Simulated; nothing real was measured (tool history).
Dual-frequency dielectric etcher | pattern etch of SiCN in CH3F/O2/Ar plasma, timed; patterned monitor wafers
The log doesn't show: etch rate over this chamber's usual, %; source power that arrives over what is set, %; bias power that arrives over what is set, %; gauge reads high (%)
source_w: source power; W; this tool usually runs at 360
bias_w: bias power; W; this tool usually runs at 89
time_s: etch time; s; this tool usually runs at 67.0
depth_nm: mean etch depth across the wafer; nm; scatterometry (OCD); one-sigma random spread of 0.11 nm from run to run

run	hour	source_w	bias_w	time_s	wafers since the last listed run	hours since the last wet clean	hours since the last source power generator calibration	hours since the last bias power generator calibration	hours since the last upper electrode change	hours since the gauge calibration	read-back reference wafer on the same gauge, depth_nm	depth_nm
1	0.0	360	89	67.0	0	11.7	3930.6	2154.0	3131.4	140.8	27.38	28.07
2	32.9	360	89	67.0	462	44.6	3963.5	2186.9	3164.3	173.7	27.39	27.81
3	57.9	360	89	67.0	351	69.6	3988.5	2211.9	3189.3	198.7	27.43	27.89
4	72.2	360	77	67.0	200	83.9	4002.8	2226.2	3203.6	213.0	27.48	26.89
5	84.7	360	77	67.0	175	96.4	4015.3	2238.7	3216.1	225.5	27.47	26.95
6	96.8	360	77	67.0	170	108.5	4027.4	2250.8	3228.2	237.6	27.46	26.95
7	112.0	360	89	67.0	213	123.7	4042.6	2266.0	3243.4	252.8	27.47	27.94
8	134.5	360	89	67.0	316	146.2	4065.1	2288.5	3265.9	275.3	27.51	27.85
9	152.9	360	89	67.0	258	164.6	4083.5	2306.9	3284.3	293.7	27.52	27.95
10	183.6	380	89	67.0	431	195.3	4114.2	2337.6	3315.0	324.4	27.52	28.35
11	215.6	380	89	67.0	449	227.3	4146.2	2369.6	3347.0	356.4	27.54	28.42
# hour 243.8: bias power generator calibrated
12	244.3	380	89	67.0	347	256.0	4174.9	0.5	3375.7	385.1	27.58	28.42
# hour 248.4: source power generator calibrated
13	257.3	360	89	67.0	126	269.0	8.9	13.5	3388.7	398.1	27.56	28.26
14	286.5	400	89	67.0	410	298.2	38.1	42.7	3417.9	427.3	27.56	28.94
15	303.7	390	80	57.0	241	315.4	55.3	59.9	3435.1	444.5	27.57	23.80
16	338.5	390	71	76.0	489	350.2	90.1	94.7	3469.9	479.3	27.59	31.05
17	357.4	360	89	67.0	265	369.1	109.0	113.6	3488.8	498.2	27.59	28.16
18	387.0	360	89	67.0	415	398.7	138.6	143.2	3518.4	527.8	27.62	27.96
19	406.5	280	89	53.5	274	418.2	158.1	162.7	3537.9	547.3	27.57	20.78
# hour 428.9: gauge calibrated
# hour 440.7: wet clean of the chamber
20	441.2	360	77	67.0	150	0.5	192.8	197.4	3572.6	12.3	27.16	26.38
21	451.4	270	72	67.0	143	10.7	203.0	207.6	3582.8	22.5	27.19	24.06
22	473.4	400	89	67.0	309	32.7	225.0	229.6	3604.8	44.5	27.22	28.68
# hour 502.6: upper electrode replaced
23	503.1	420	103	60.5	80	62.4	254.7	259.3	0.5	74.2	27.28	27.29
24	509.1	360	71	67.0	84	68.4	260.7	265.3	6.5	80.2	27.29	26.26
25	530.6	330	98	72.5	302	89.9	282.2	286.8	28.0	101.7	27.33	29.99
26	559.2	360	89	67.0	401	118.5	310.8	315.4	56.6	130.3	27.37	27.76
27	652.4	360	89	67.0	1309	211.7	404.0	408.6	149.8	223.5	27.49	28.04

Per-run results on a tool with no hidden state, each run keeping its own random variation:
run	depth_nm
1	27.80
2	27.50
3	27.56
4	26.55
5	26.59
6	26.59
7	27.55
8	27.45
9	27.53
10	27.90
11	27.96
12	27.95
13	27.78
14	28.45
15	23.39
16	30.50
17	27.66
18	27.46
19	20.40
20	26.35
21	24.01
22	28.55
23	27.11
24	26.07
25	29.73
26	27.48
27	27.65

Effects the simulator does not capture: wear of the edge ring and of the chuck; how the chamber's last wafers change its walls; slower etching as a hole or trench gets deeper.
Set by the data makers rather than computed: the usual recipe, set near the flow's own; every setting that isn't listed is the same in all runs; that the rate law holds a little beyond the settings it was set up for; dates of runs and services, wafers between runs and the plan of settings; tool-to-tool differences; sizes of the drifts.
